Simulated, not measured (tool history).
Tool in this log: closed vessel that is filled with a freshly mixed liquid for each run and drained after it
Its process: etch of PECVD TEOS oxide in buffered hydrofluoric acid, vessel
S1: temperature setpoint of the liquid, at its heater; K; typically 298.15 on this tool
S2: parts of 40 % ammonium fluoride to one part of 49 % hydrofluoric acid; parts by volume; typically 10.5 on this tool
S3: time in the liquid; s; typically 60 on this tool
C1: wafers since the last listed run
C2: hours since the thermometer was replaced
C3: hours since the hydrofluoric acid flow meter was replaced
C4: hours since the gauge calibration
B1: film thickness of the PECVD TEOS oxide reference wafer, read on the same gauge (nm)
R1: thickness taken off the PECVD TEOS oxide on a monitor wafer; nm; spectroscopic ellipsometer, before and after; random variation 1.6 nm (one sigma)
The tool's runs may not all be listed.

run 1 day=0.000 | S1=298.15 S2=10.5 S3=60 | C1=0 C2=2258.2 C3=124.6 C4=248.3 | B1=150.00 | R1=201.80
run 2 day=1.971 | S1=298.15 S2=10.5 S3=60 | C1=5358 C2=2305.5 C3=171.9 C4=295.6 | B1=149.99 | R1=199.65
run 3 day=5.629 | S1=298.15 S2=10.5 S3=60 | C1=9947 C2=2393.3 C3=259.7 C4=383.4 | B1=149.98 | R1=200.15
run 4 day=7.967 | S1=298.15 S2=10.5 S3=60 | C1=6355 C2=2449.4 C3=315.8 C4=439.5 | B1=150.02 | R1=196.98
run 5 day=10.725 | S1=298.15 S2=10.5 S3=60 | C1=7500 C2=2515.6 C3=382.0 C4=505.7 | B1=149.96 | R1=198.08
run 6 day=11.996 | S1=298.15 S2=10.5 S3=60 | C1=3455 C2=2546.1 C3=412.5 C4=536.2 | B1=150.07 | R1=197.74
run 7 day=13.792 | S1=298.15 S2=10.5 S3=60 | C1=4883 C2=2589.2 C3=455.6 C4=579.3 | B1=149.98 | R1=195.33
-- day=14.617 hydrofluoric acid flow meter replaced
run 8 day=16.358 | S1=298.15 S2=10.5 S3=60 | C1=6865 C2=2650.8 C3=41.8 C4=640.9 | B1=150.01 | R1=197.84
-- day=16.608 gauge calibrated
run 9 day=18.100 | S1=298.15 S2=10.5 S3=60 | C1=4735 C2=2692.6 C3=83.6 C4=35.8 | B1=149.95 | R1=195.62
run 10 day=20.696 | S1=298.15 S2=7.5 S3=85 | C1=7058 C2=2754.9 C3=145.9 C4=98.1 | B1=149.99 | R1=375.43
run 11 day=23.412 | S1=298.15 S2=10.5 S3=60 | C1=7386 C2=2820.1 C3=211.1 C4=163.3 | B1=149.99 | R1=193.10
run 12 day=26.204 | S1=298.15 S2=10.5 S3=60 | C1=7590 C2=2887.1 C3=278.1 C4=230.3 | B1=150.02 | R1=196.99
run 13 day=27.746 | S1=298.15 S2=12.5 S3=60 | C1=4192 C2=2924.1 C3=315.1 C4=267.3 | B1=150.01 | R1=164.48
run 14 day=28.996 | S1=295.65 S2=9.5 S3=30 | C1=3398 C2=2954.1 C3=345.1 C4=297.3 | B1=149.99 | R1=91.00
-- day=29.508 thermometer replaced
run 15 day=30.304 | S1=298.15 S2=9.5 S3=75 | C1=3444 C2=19.1 C3=376.5 C4=328.7 | B1=150.02 | R1=292.06
-- day=30.979 hydrofluoric acid flow meter replaced
run 16 day=31.512 | S1=298.15 S2=10.5 S3=60 | C1=3172 C2=48.1 C3=12.8 C4=357.7 | B1=150.01 | R1=218.14
run 17 day=33.571 | S1=294.65 S2=8.0 S3=90 | C1=5596 C2=97.5 C3=62.2 C4=407.1 | B1=149.97 | R1=342.93
run 18 day=36.271 | S1=295.15 S2=10.5 S3=60 | C1=7341 C2=162.3 C3=127.0 C4=471.9 | B1=149.96 | R1=185.62
run 19 day=38.392 | S1=298.15 S2=10.5 S3=60 | C1=5766 C2=213.2 C3=177.9 C4=522.8 | B1=149.99 | R1=217.64
run 20 day=40.725 | S1=298.15 S2=14.0 S3=85 | C1=6344 C2=269.2 C3=233.9 C4=578.8 | B1=149.99 | R1=232.81
run 21 day=43.483 | S1=294.65 S2=13.0 S3=95 | C1=7500 C2=335.4 C3=300.1 C4=645.0 | B1=150.01 | R1=228.25
-- day=43.550 gauge calibrated
run 22 day=45.896 | S1=298.15 S2=10.5 S3=60 | C1=6559 C2=393.3 C3=358.0 C4=56.3 | B1=149.95 | R1=213.44
run 23 day=46.946 | S1=298.15 S2=14.5 S3=30 | C1=2855 C2=418.5 C3=383.2 C4=81.5 | B1=149.99 | R1=78.12
run 24 day=48.396 | S1=298.15 S2=10.5 S3=35 | C1=3942 C2=453.3 C3=418.0 C4=116.3 | B1=150.03 | R1=125.28

3 ways to go on from here, each from the tool as it stands after run 24. What would each give?
run A day=48.425 | S1=301.65 S2=10.5 S3=60 | C1=79 C2=454.0 C3=418.7 C4=117.0 | B1=? | R1=?
run B day=48.425 | S1=300.15 S2=7.0 S3=50 | C1=79 C2=454.0 C3=418.7 C4=117.0 | B1=? | R1=?
run C day=48.425 | S1=294.65 S2=8.5 S3=95 | C1=79 C2=454.0 C3=418.7 C4=117.0 | B1=? | R1=?

run=A B1=150.01 R1=258.50
run=B B1=150.01 R1=292.39
run=C B1=150.01 R1=333.72
The same runs, with their run-to-run variation unchanged, on a tool lacking any hidden condition would have given:
run=A R1=262.64
run=B R1=297.11
run=C R1=339.32
